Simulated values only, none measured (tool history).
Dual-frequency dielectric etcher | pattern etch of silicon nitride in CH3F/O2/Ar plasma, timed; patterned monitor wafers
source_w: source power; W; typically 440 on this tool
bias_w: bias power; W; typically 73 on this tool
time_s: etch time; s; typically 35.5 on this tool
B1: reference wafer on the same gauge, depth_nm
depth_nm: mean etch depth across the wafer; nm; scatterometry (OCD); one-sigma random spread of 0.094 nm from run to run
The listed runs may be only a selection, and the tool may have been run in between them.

run 1 day=0.000 | source_w=440 bias_w=73 time_s=35.5 | B1=27.50 | depth_nm=23.26
run 2 day=0.300 | source_w=440 bias_w=73 time_s=35.5 | B1=27.49 | depth_nm=23.35
run 3 day=0.817 | source_w=390 bias_w=73 time_s=33.0 | B1=27.48 | depth_nm=20.79
run 4 day=1.292 | source_w=390 bias_w=73 time_s=33.0 | B1=27.49 | depth_nm=20.73
run 5 day=1.550 | source_w=440 bias_w=73 time_s=35.5 | B1=27.51 | depth_nm=23.33
run 6 day=2.167 | source_w=440 bias_w=73 time_s=41.0 | B1=27.50 | depth_nm=26.82
run 7 day=2.708 | source_w=440 bias_w=73 time_s=41.0 | B1=27.49 | depth_nm=26.81
-- day=3.400 bias power generator calibrated
run 8 day=3.421 | source_w=440 bias_w=64 time_s=35.5 | B1=27.48 | depth_nm=21.49
run 9 day=3.788 | source_w=440 bias_w=81 time_s=35.5 | B1=27.51 | depth_nm=24.51
-- day=4.292 source power generator calibrated
-- day=4.975 wet clean of the chamber
-- day=5.042 gauge calibrated
-- day=5.338 upper electrode replaced
run 10 day=5.358 | source_w=440 bias_w=73 time_s=35.5 | B1=27.51 | depth_nm=24.48
run 11 day=5.371 | source_w=510 bias_w=85 time_s=39.5 | B1=27.56 | depth_nm=31.26
run 12 day=5.388 | source_w=440 bias_w=73 time_s=35.5 | B1=27.51 | depth_nm=24.58
run 13 day=5.858 | source_w=440 bias_w=73 time_s=35.5 | B1=27.54 | depth_nm=24.62
run 14 day=6.596 | source_w=530 bias_w=56 time_s=35.5 | B1=27.47 | depth_nm=22.81
run 15 day=7.138 | source_w=510 bias_w=80 time_s=42.0 | B1=27.51 | depth_nm=31.88
run 16 day=7.808 | source_w=510 bias_w=80 time_s=42.0 | B1=27.52 | depth_nm=32.19
run 17 day=8.258 | source_w=440 bias_w=73 time_s=44.0 | B1=27.54 | depth_nm=30.47

What if the next run were any one of these 5? Each begins from the tool's condition after run 17:
run A day=8.275 | source_w=440 bias_w=73 time_s=35.5 | B1=? | depth_nm=?
run B day=8.275 | source_w=510 bias_w=67 time_s=35.5 | B1=? | depth_nm=?
run C day=8.275 | source_w=440 bias_w=56 time_s=28.5 | B1=? | depth_nm=?
run D day=8.275 | source_w=500 bias_w=80 time_s=45.0 | B1=? | depth_nm=?
run E day=8.275 | source_w=440 bias_w=85 time_s=43.5 | B1=? | depth_nm=?

run=A B1=27.52 depth_nm=24.64
run=B B1=27.52 depth_nm=24.90
run=C B1=27.52 depth_nm=17.22
run=D B1=27.52 depth_nm=34.28
run=E B1=27.52 depth_nm=32.60
With the hidden condition removed and each run's random variation left untouched, the same runs would have given:
run=A depth_nm=24.75
run=B depth_nm=25.02
run=C depth_nm=17.30
run=D depth_nm=34.43
run=E depth_nm=32.75

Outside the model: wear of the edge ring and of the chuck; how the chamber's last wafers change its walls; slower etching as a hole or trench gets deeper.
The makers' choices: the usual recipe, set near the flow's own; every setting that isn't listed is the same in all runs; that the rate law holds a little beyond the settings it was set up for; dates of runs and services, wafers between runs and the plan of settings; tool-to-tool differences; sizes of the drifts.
